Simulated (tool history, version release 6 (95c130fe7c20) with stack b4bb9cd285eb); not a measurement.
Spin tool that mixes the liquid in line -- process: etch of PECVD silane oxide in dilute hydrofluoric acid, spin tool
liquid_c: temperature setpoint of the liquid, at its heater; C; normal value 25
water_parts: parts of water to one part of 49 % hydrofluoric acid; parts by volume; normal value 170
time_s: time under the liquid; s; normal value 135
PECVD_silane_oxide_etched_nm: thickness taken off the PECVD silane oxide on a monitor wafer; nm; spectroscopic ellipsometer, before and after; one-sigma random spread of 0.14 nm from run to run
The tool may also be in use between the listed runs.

| run | hour | liquid_c | water_parts | time_s | wafers since the last listed run | hours since the thermometer was replaced | hours since the hydrofluoric acid flow meter was replaced | hours since the gauge calibration | read-back film thickness of the PECVD silane oxide reference wafer, read on the same gauge (nm) | PECVD_silane_oxide_etched_nm |
|---|---|---|---|---|---|---|---|---|---|---|
| 1 | 0 | 25 | 170 | 135 | 0 | 2320.9 | 1685.8 | 378.3 | 120.03 | 25.08 |
| 2 | 14.5 | 25 | 170 | 135 | 87 | 2335.4 | 1700.3 | 392.8 | 120.01 | 24.99 |
| 3 | 21.6 | 25 | 170 | 135 | 42 | 2342.5 | 1707.4 | 399.9 | 120 | 25.32 |
| 4 | 67.2 | 25 | 170 | 135 | 274 | 2388.1 | 1753 | 445.5 | 120.02 | 24.83 |
| 5 | 81.2 | 25 | 170 | 135 | 84 | 2402.1 | 1767 | 459.5 | 119.98 | 24.91 |
| 6 | 98.5 | 25 | 170 | 135 | 103 | 2419.4 | 1784.3 | 476.8 | 120 | 24.98 |
| 7 | 112.3 | 25 | 170 | 135 | 82 | 2433.2 | 1798.1 | 490.6 | 119.99 | 24.97 |
| 8 | 118.4 | 25 | 195 | 135 | 36 | 2439.3 | 1804.2 | 496.7 | 120.02 | 21.01 |
| 9 | 130 | 25 | 195 | 135 | 69 | 2450.9 | 1815.8 | 508.3 | 120 | 21.29 |
| 10 | 136.3 | 25 | 170 | 135 | 37 | 2457.2 | 1822.1 | 514.6 | 119.99 | 24.95 |
| 11 | 153 | 25 | 170 | 135 | 100 | 2473.9 | 1838.8 | 531.3 | 120 | 24.82 |
| 12 | 164.5 | 25 | 170 | 135 | 69 | 2485.4 | 1850.3 | 542.8 | 119.99 | 25.01 |
| 13 | 178.4 | 25 | 170 | 135 | 83 | 2499.3 | 1864.2 | 556.7 | 119.99 | 25.06 |
| 14 | 185.2 | 25 | 170 | 105 | 40 | 2506.1 | 1871 | 563.5 | 119.99 | 19.33 |
| 15 | 198.2 | 25 | 190 | 190 | 78 | 2519.1 | 1884 | 576.5 | 120.02 | 30.63 |
| 16 | 213.5 | 25 | 170 | 135 | 91 | 2534.4 | 1899.3 | 591.8 | 119.99 | 25.01 |
|  | 223 | gauge calibrated |
| 17 | 230.4 | 22.5 | 130 | 80 | 101 | 2551.3 | 1916.2 | 7.4 | 120.01 | 18.47 |
| 18 | 244.2 | 20.5 | 90 | 105 | 82 | 2565.1 | 1930 | 21.2 | 120 | 33.63 |

Predict the results of run 19:
| 19 | 259 | 25 | 100 | 75 | 88 | 2579.9 | 1944.8 | 36 | ? | ? |

{"run 19": {"read-back film thickness of the PECVD silane oxide reference wafer, read on the same gauge (nm)": 120.01, "PECVD_silane_oxide_etched_nm": 25.57}}
Without the tool's hidden state the same run would have given PECVD_silane_oxide_etched_nm 25.57 nm.
